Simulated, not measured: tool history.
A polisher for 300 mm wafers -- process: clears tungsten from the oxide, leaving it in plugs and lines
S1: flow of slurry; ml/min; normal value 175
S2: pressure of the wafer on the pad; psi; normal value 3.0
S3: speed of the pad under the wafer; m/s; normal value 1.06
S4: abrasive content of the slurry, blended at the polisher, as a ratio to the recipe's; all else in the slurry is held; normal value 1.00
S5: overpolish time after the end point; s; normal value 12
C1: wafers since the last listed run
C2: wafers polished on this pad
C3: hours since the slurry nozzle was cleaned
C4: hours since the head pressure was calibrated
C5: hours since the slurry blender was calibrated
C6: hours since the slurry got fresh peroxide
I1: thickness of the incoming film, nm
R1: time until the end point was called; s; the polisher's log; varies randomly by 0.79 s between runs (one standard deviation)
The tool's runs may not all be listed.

{"run": 1, "day": 0.0, "S1": 175, "S2": 2.4, "S3": 1.06, "S4": 0.8, "S5": 12, "C1": 0, "C2": 1185, "C3": 578.7, "C4": 857.0, "C5": 183.1, "C6": 98.4, "I1": 261.6, "R1": 80.9}
{"run": 2, "day": 1.662, "S1": 175, "S2": 2.4, "S3": 1.06, "S4": 0.8, "S5": 12, "C1": 318, "C2": 1503, "C3": 618.6, "C4": 896.9, "C5": 223.0, "C6": 138.3, "I1": 257.2, "R1": 79.9}
{"day": 2.042, "done": "slurry blender recalibrated"}
{"day": 2.462, "done": "worn pad replaced by a new one"}
{"run": 3, "day": 2.921, "S1": 175, "S2": 3.5, "S3": 1.06, "S4": 1.0, "S5": 12, "C1": 193, "C2": 87, "C3": 648.8, "C4": 927.1, "C5": 21.1, "C6": 168.5, "I1": 257.6, "R1": 52.1}
{"day": 3.867, "done": "slurry tank refilled with fresh slurry and peroxide"}
{"run": 4, "day": 4.196, "S1": 175, "S2": 3.0, "S3": 1.06, "S4": 0.9, "S5": 12, "C1": 236, "C2": 323, "C3": 679.4, "C4": 957.7, "C5": 51.7, "C6": 7.9, "I1": 262.1, "R1": 63.7}
{"run": 5, "day": 5.371, "S1": 175, "S2": 3.0, "S3": 1.06, "S4": 0.9, "S5": 12, "C1": 225, "C2": 548, "C3": 707.6, "C4": 985.9, "C5": 79.9, "C6": 36.1, "I1": 260.1, "R1": 62.3}
{"run": 6, "day": 6.196, "S1": 175, "S2": 3.0, "S3": 1.06, "S4": 0.9, "S5": 12, "C1": 158, "C2": 707, "C3": 727.4, "C4": 1005.7, "C5": 99.7, "C6": 55.9, "I1": 258.2, "R1": 63.0}
{"run": 7, "day": 7.283, "S1": 175, "S2": 3.0, "S3": 1.06, "S4": 1.0, "S5": 12, "C1": 208, "C2": 915, "C3": 753.5, "C4": 1031.8, "C5": 125.8, "C6": 82.0, "I1": 260.7, "R1": 63.5}
{"run": 8, "day": 7.975, "S1": 175, "S2": 3.0, "S3": 1.06, "S4": 1.0, "S5": 12, "C1": 132, "C2": 1048, "C3": 770.1, "C4": 1048.4, "C5": 142.4, "C6": 98.6, "I1": 262.4, "R1": 62.8}
{"day": 10.829, "done": "slurry blender recalibrated"}
{"day": 11.996, "done": "worn pad replaced by a new one"}
{"day": 12.017, "done": "head pressure recalibrated"}
{"run": 9, "day": 12.408, "S1": 175, "S2": 3.0, "S3": 0.82, "S4": 1.0, "S5": 12, "C1": 797, "C2": 74, "C3": 876.5, "C4": 9.4, "C5": 37.9, "C6": 205.0, "I1": 261.8, "R1": 87.8}
{"day": 12.483, "done": "slurry tank refilled with fresh slurry and peroxide"}
{"run": 10, "day": 13.571, "S1": 120, "S2": 3.7, "S3": 1.06, "S4": 1.1, "S5": 6, "C1": 214, "C2": 289, "C3": 904.4, "C4": 37.3, "C5": 65.8, "C6": 26.1, "I1": 263.3, "R1": 62.9}
{"day": 13.888, "done": "slurry nozzle cleaned"}
{"run": 11, "day": 14.829, "S1": 145, "S2": 3.0, "S3": 1.06, "S4": 1.0, "S5": 7, "C1": 233, "C2": 522, "C3": 22.6, "C4": 67.5, "C5": 96.0, "C6": 56.3, "I1": 255.9, "R1": 61.2}
{"run": 12, "day": 15.542, "S1": 175, "S2": 3.0, "S3": 1.06, "S4": 1.0, "S5": 15, "C1": 136, "C2": 659, "C3": 39.7, "C4": 84.6, "C5": 113.1, "C6": 73.4, "I1": 260.3, "R1": 59.0}
{"run": 13, "day": 19.942, "S1": 175, "S2": 3.0, "S3": 1.26, "S4": 1.15, "S5": 18, "C1": 843, "C2": 1502, "C3": 145.3, "C4": 190.2, "C5": 218.7, "C6": 179.0, "I1": 257.3, "R1": 49.9}
{"day": 20.171, "done": "slurry tank refilled with fresh slurry and peroxide"}
{"day": 20.208, "done": "slurry blender recalibrated"}
{"day": 20.504, "done": "worn pad replaced by a new one"}
{"run": 14, "day": 21.121, "S1": 175, "S2": 3.0, "S3": 1.06, "S4": 1.0, "S5": 12, "C1": 178, "C2": 118, "C3": 173.6, "C4": 218.5, "C5": 21.9, "C6": 22.8, "I1": 258.1, "R1": 59.0}
{"run": 15, "day": 22.129, "S1": 175, "S2": 3.9, "S3": 1.44, "S4": 1.0, "S5": 12, "C1": 193, "C2": 311, "C3": 197.8, "C4": 242.7, "C5": 46.1, "C6": 47.0, "I1": 262.2, "R1": 34.4}
{"run": 16, "day": 23.071, "S1": 175, "S2": 3.0, "S3": 1.16, "S4": 1.0, "S5": 8, "C1": 180, "C2": 491, "C3": 220.4, "C4": 265.3, "C5": 68.7, "C6": 69.6, "I1": 258.5, "R1": 54.3}
{"run": 17, "day": 23.908, "S1": 175, "S2": 3.0, "S3": 1.06, "S4": 1.0, "S5": 12, "C1": 160, "C2": 652, "C3": 240.5, "C4": 285.4, "C5": 88.8, "C6": 89.7, "I1": 265.3, "R1": 59.5}
{"run": 18, "day": 25.3, "S1": 175, "S2": 3.0, "S3": 1.06, "S4": 0.8, "S5": 12, "C1": 266, "C2": 918, "C3": 273.9, "C4": 318.8, "C5": 122.2, "C6": 123.1, "I1": 258.6, "R1": 60.6}
{"run": 19, "day": 25.992, "S1": 175, "S2": 3.0, "S3": 1.06, "S4": 1.0, "S5": 12, "C1": 132, "C2": 1051, "C3": 290.5, "C4": 335.4, "C5": 138.8, "C6": 139.7, "I1": 257.9, "R1": 59.8}
{"run": 20, "day": 27.379, "S1": 195, "S2": 3.0, "S3": 1.06, "S4": 0.75, "S5": 12, "C1": 265, "C2": 1317, "C3": 323.8, "C4": 368.7, "C5": 172.1, "C6": 173.0, "I1": 258.1, "R1": 61.7}
{"day": 28.533, "done": "slurry blender recalibrated"}
{"day": 28.538, "done": "slurry tank refilled with fresh slurry and peroxide"}
{"run": 21, "day": 28.692, "S1": 175, "S2": 2.7, "S3": 1.06, "S4": 0.8, "S5": 15, "C1": 235, "C2": 1552, "C3": 355.3, "C4": 400.2, "C5": 3.8, "C6": 3.7, "I1": 255.0, "R1": 67.5}
{"day": 29.4, "done": "worn pad replaced by a new one"}
{"run": 22, "day": 29.421, "S1": 155, "S2": 3.5, "S3": 1.06, "S4": 1.0, "S5": 12, "C1": 107, "C2": 3, "C3": 372.8, "C4": 417.7, "C5": 21.3, "C6": 21.2, "I1": 260.7, "R1": 52.3}
{"run": 23, "day": 29.996, "S1": 155, "S2": 3.0, "S3": 1.06, "S4": 1.0, "S5": 12, "C1": 110, "C2": 114, "C3": 386.6, "C4": 431.5, "C5": 35.1, "C6": 35.0, "I1": 260.6, "R1": 60.8}
{"run": 24, "day": 30.767, "S1": 175, "S2": 3.0, "S3": 1.06, "S4": 1.25, "S5": 18, "C1": 147, "C2": 261, "C3": 405.1, "C4": 450.0, "C5": 53.6, "C6": 53.5, "I1": 263.1, "R1": 58.0}
{"run": 25, "day": 31.533, "S1": 175, "S2": 3.0, "S3": 1.06, "S4": 1.0, "S5": 12, "C1": 146, "C2": 408, "C3": 423.5, "C4": 468.4, "C5": 72.0, "C6": 71.9, "I1": 257.0, "R1": 58.7}
{"run": 26, "day": 32.812, "S1": 175, "S2": 3.4, "S3": 1.06, "S4": 1.25, "S5": 12, "C1": 245, "C2": 653, "C3": 454.2, "C4": 499.1, "C5": 102.7, "C6": 102.6, "I1": 264.2, "R1": 51.6}

Each row is a separate what-if for the run after 26, all from the same tool condition, not one after another. Results?
{"run": "A", "day": 32.829, "S1": 175, "S2": 3.0, "S3": 1.06, "S4": 0.75, "S5": 12, "C1": 3, "C2": 657, "C3": 454.6, "C4": 499.5, "C5": 103.1, "C6": 103.0, "I1": 259.4, "R1": "?"}
{"run": "B", "day": 32.829, "S1": 175, "S2": 3.0, "S3": 1.42, "S4": 1.0, "S5": 18, "C1": 3, "C2": 657, "C3": 454.6, "C4": 499.5, "C5": 103.1, "C6": 103.0, "I1": 259.4, "R1": "?"}
{"run": "C", "day": 32.829, "S1": 175, "S2": 3.0, "S3": 0.88, "S4": 1.0, "S5": 18, "C1": 3, "C2": 657, "C3": 454.6, "C4": 499.5, "C5": 103.1, "C6": 103.0, "I1": 259.4, "R1": "?"}
{"run": "D", "day": 32.829, "S1": 175, "S2": 3.0, "S3": 0.72, "S4": 1.0, "S5": 12, "C1": 3, "C2": 657, "C3": 454.6, "C4": 499.5, "C5": 103.1, "C6": 103.0, "I1": 259.4, "R1": "?"}

run=A R1=61.4
run=B R1=44.5
run=C R1=68.3
run=D R1=81.2
Without the tool's hidden state the same runs would have given:
run=A R1=63.0
run=B R1=45.6
run=C R1=70.0
run=D R1=83.3

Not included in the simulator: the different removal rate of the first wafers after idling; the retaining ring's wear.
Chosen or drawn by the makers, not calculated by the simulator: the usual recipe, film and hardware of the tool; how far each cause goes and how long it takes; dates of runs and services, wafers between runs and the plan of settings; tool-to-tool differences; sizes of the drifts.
